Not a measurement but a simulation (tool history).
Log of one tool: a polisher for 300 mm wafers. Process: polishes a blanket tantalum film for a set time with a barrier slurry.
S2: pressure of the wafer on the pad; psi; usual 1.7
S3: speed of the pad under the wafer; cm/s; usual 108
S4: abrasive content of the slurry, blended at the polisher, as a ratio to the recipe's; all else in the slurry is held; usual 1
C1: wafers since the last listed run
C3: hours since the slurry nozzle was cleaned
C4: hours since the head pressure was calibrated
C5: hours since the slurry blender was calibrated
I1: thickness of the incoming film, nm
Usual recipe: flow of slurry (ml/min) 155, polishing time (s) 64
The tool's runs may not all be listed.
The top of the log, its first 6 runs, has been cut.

{"run": 7, "day": 11.742, "flow of slurry (ml/min)": 155, "S2": 1.7, "S3": 108, "S4": 1, "polishing time (s)": 78, "C1": 872, "wafers polished on this pad": 3523, "C3": 303.8, "C4": 1263.7, "C5": 279, "I1": 470.7, "film removed (Å)": 975}
{"day": 12.571, "done": "head pressure recalibrated"}
{"run": 8, "day": 13.062, "flow of slurry (ml/min)": 155, "S2": 1.7, "S3": 108, "S4": 1, "polishing time (s)": 64, "C1": 392, "wafers polished on this pad": 3915, "C3": 335.5, "C4": 11.8, "C5": 310.7, "I1": 473.6, "film removed (Å)": 787}
{"run": 9, "day": 14.788, "flow of slurry (ml/min)": 155, "S2": 1.7, "S3": 108, "S4": 1, "polishing time (s)": 64, "C1": 547, "wafers polished on this pad": 4463, "C3": 376.9, "C4": 53.2, "C5": 352.1, "I1": 480, "film removed (Å)": 783}
{"day": 17.4, "done": "worn pad replaced by a new one"}
{"run": 10, "day": 17.604, "flow of slurry (ml/min)": 155, "S2": 1.7, "S3": 108, "S4": 1.1, "polishing time (s)": 64, "C1": 840, "wafers polished on this pad": 64, "C3": 444.5, "C4": 120.8, "C5": 419.7, "I1": 469.7, "film removed (Å)": 804}
{"day": 18.85, "done": "slurry nozzle cleaned"}
{"day": 19.458, "done": "slurry blender recalibrated"}
{"run": 11, "day": 19.612, "flow of slurry (ml/min)": 155, "S2": 1.7, "S3": 108, "S4": 1, "polishing time (s)": 64, "C1": 597, "wafers polished on this pad": 662, "C3": 18.3, "C4": 169, "C5": 3.7, "I1": 472.8, "film removed (Å)": 801}
{"run": 12, "day": 21.125, "flow of slurry (ml/min)": 210, "S2": 2.2, "S3": 108, "S4": 0.75, "polishing time (s)": 64, "C1": 479, "wafers polished on this pad": 1142, "C3": 54.6, "C4": 205.3, "C5": 40, "I1": 475.9, "film removed (Å)": 1066}
{"run": 13, "day": 22.762, "flow of slurry (ml/min)": 210, "S2": 1.7, "S3": 124, "S4": 0.85, "polishing time (s)": 82, "C1": 519, "wafers polished on this pad": 1661, "C3": 93.9, "C4": 244.6, "C5": 79.3, "I1": 469.3, "film removed (Å)": 1192}
{"run": 14, "day": 25.433, "flow of slurry (ml/min)": 135, "S2": 2.2, "S3": 108, "S4": 1, "polishing time (s)": 64, "C1": 847, "wafers polished on this pad": 2509, "C3": 158, "C4": 308.7, "C5": 143.4, "I1": 464, "film removed (Å)": 1024}
{"run": 15, "day": 27.321, "flow of slurry (ml/min)": 155, "S2": 1.7, "S3": 108, "S4": 1, "polishing time (s)": 64, "C1": 598, "wafers polished on this pad": 3108, "C3": 203.3, "C4": 354, "C5": 188.7, "I1": 468.8, "film removed (Å)": 807}
{"run": 16, "day": 29.604, "flow of slurry (ml/min)": 155, "S2": 1.7, "S3": 108, "S4": 1, "polishing time (s)": 64, "C1": 724, "wafers polished on this pad": 3832, "C3": 258.1, "C4": 408.8, "C5": 243.5, "I1": 475.2, "film removed (Å)": 813}
{"run": 17, "day": 30.671, "flow of slurry (ml/min)": 155, "S2": 1.7, "S3": 108, "S4": 1, "polishing time (s)": 64, "C1": 338, "wafers polished on this pad": 4171, "C3": 283.7, "C4": 434.4, "C5": 269.1, "I1": 464.5, "film removed (Å)": 813}
{"run": 18, "day": 32.612, "flow of slurry (ml/min)": 155, "S2": 1.7, "S3": 108, "S4": 1, "polishing time (s)": 64, "C1": 616, "wafers polished on this pad": 4787, "C3": 330.3, "C4": 481, "C5": 315.7, "I1": 467.8, "film removed (Å)": 778}
{"run": 19, "day": 34.629, "flow of slurry (ml/min)": 155, "S2": 1.7, "S3": 108, "S4": 1, "polishing time (s)": 64, "C1": 639, "wafers polished on this pad": 5427, "C3": 378.7, "C4": 529.4, "C5": 364.1, "I1": 467.5, "film removed (Å)": 761}
{"day": 36.008, "done": "slurry nozzle cleaned"}
{"run": 20, "day": 36.329, "flow of slurry (ml/min)": 195, "S2": 1.3, "S3": 122, "S4": 1.1, "polishing time (s)": 64, "C1": 526, "wafers polished on this pad": 5953, "C3": 7.7, "C4": 570.2, "C5": 404.9, "I1": 474.6, "film removed (Å)": 682}
{"day": 37.821, "done": "worn pad replaced by a new one"}
{"run": 21, "day": 38.579, "flow of slurry (ml/min)": 155, "S2": 1.7, "S3": 108, "S4": 1, "polishing time (s)": 64, "C1": 661, "wafers polished on this pad": 239, "C3": 61.7, "C4": 624.2, "C5": 458.9, "I1": 462.9, "film removed (Å)": 767}
{"run": 22, "day": 39.929, "flow of slurry (ml/min)": 155, "S2": 1.5, "S3": 108, "S4": 1, "polishing time (s)": 64, "C1": 428, "wafers polished on this pad": 668, "C3": 94.1, "C4": 656.6, "C5": 491.3, "I1": 468.7, "film removed (Å)": 667}
{"day": 41.383, "done": "slurry blender recalibrated"}
{"run": 23, "day": 41.583, "flow of slurry (ml/min)": 125, "S2": 2.2, "S3": 142, "S4": 0.8, "polishing time (s)": 64, "C1": 498, "wafers polished on this pad": 1166, "C3": 133.8, "C4": 696.3, "C5": 4.8, "I1": 473.1, "film removed (Å)": 1243}
{"run": 24, "day": 43.821, "flow of slurry (ml/min)": 110, "S2": 1.7, "S3": 96, "S4": 1, "polishing time (s)": 64, "C1": 709, "wafers polished on this pad": 1876, "C3": 187.5, "C4": 750, "C5": 58.5, "I1": 479.1, "film removed (Å)": 680}
{"run": 25, "day": 45.762, "flow of slurry (ml/min)": 140, "S2": 1.7, "S3": 136, "S4": 1, "polishing time (s)": 64, "C1": 616, "wafers polished on this pad": 2492, "C3": 234.1, "C4": 796.6, "C5": 105.1, "I1": 464.2, "film removed (Å)": 971}
{"run": 26, "day": 48.408, "flow of slurry (ml/min)": 155, "S2": 1.7, "S3": 76, "S4": 1, "polishing time (s)": 47, "C1": 839, "wafers polished on this pad": 3332, "C3": 297.6, "C4": 860.1, "C5": 168.6, "I1": 475.9, "film removed (Å)": 445}
{"run": 27, "day": 51.358, "flow of slurry (ml/min)": 155, "S2": 1.7, "S3": 108, "S4": 0.7, "polishing time (s)": 56, "C1": 936, "wafers polished on this pad": 4268, "C3": 368.4, "C4": 930.9, "C5": 239.4, "I1": 469.2, "film removed (Å)": 648}
{"run": 28, "day": 53.558, "flow of slurry (ml/min)": 155, "S2": 1.7, "S3": 84, "S4": 1, "polishing time (s)": 75, "C1": 698, "wafers polished on this pad": 4966, "C3": 421.2, "C4": 983.7, "C5": 292.2, "I1": 465.9, "film removed (Å)": 760}
{"run": 29, "day": 55.167, "flow of slurry (ml/min)": 130, "S2": 1.7, "S3": 108, "S4": 0.9, "polishing time (s)": 54, "C1": 510, "wafers polished on this pad": 5476, "C3": 459.8, "C4": 1022.3, "C5": 330.8, "I1": 477.8, "film removed (Å)": 636}
{"day": 56.675, "done": "head pressure recalibrated"}
{"day": 57.338, "done": "slurry nozzle cleaned"}
{"run": 30, "day": 57.5, "flow of slurry (ml/min)": 155, "S2": 2.3, "S3": 122, "S4": 1.1, "polishing time (s)": 58, "C1": 700, "wafers polished on this pad": 6177, "C3": 3.9, "C4": 19.8, "C5": 386.8, "I1": 472.7, "film removed (Å)": 1048}

4 ways to go on from here, each from the tool as it stands after run 30. What would each give?
{"run": "A", "day": 57.517, "flow of slurry (ml/min)": 155, "S2": 1.7, "S3": 128, "S4": 1, "polishing time (s)": 64, "C1": 5, "wafers polished on this pad": 6182, "C3": 4.3, "C4": 20.2, "C5": 387.2, "I1": 467.3, "film removed (Å)": "?"}
{"run": "B", "day": 57.517, "flow of slurry (ml/min)": 120, "S2": 1.7, "S3": 108, "S4": 0.75, "polishing time (s)": 79, "C1": 5, "wafers polished on this pad": 6182, "C3": 4.3, "C4": 20.2, "C5": 387.2, "I1": 467.3, "film removed (Å)": "?"}
{"run": "C", "day": 57.517, "flow of slurry (ml/min)": 185, "S2": 1.5, "S3": 108, "S4": 1, "polishing time (s)": 52, "C1": 5, "wafers polished on this pad": 6182, "C3": 4.3, "C4": 20.2, "C5": 387.2, "I1": 467.3, "film removed (Å)": "?"}
{"run": "D", "day": 57.517, "flow of slurry (ml/min)": 155, "S2": 1.4, "S3": 108, "S4": 1, "polishing time (s)": 50, "C1": 5, "wafers polished on this pad": 6182, "C3": 4.3, "C4": 20.2, "C5": 387.2, "I1": 467.3, "film removed (Å)": "?"}

run=A film_removed_(Å)=886
run=B film_removed_(Å)=863
run=C film_removed_(Å)=567
run=D film_removed_(Å)=496
The same runs, with their run-to-run variation unchanged, on a tool lacking any hidden condition would have given:
run=A film_removed_(Å)=930
run=B film_removed_(Å)=911
run=C film_removed_(Å)=595
run=D film_removed_(Å)=520
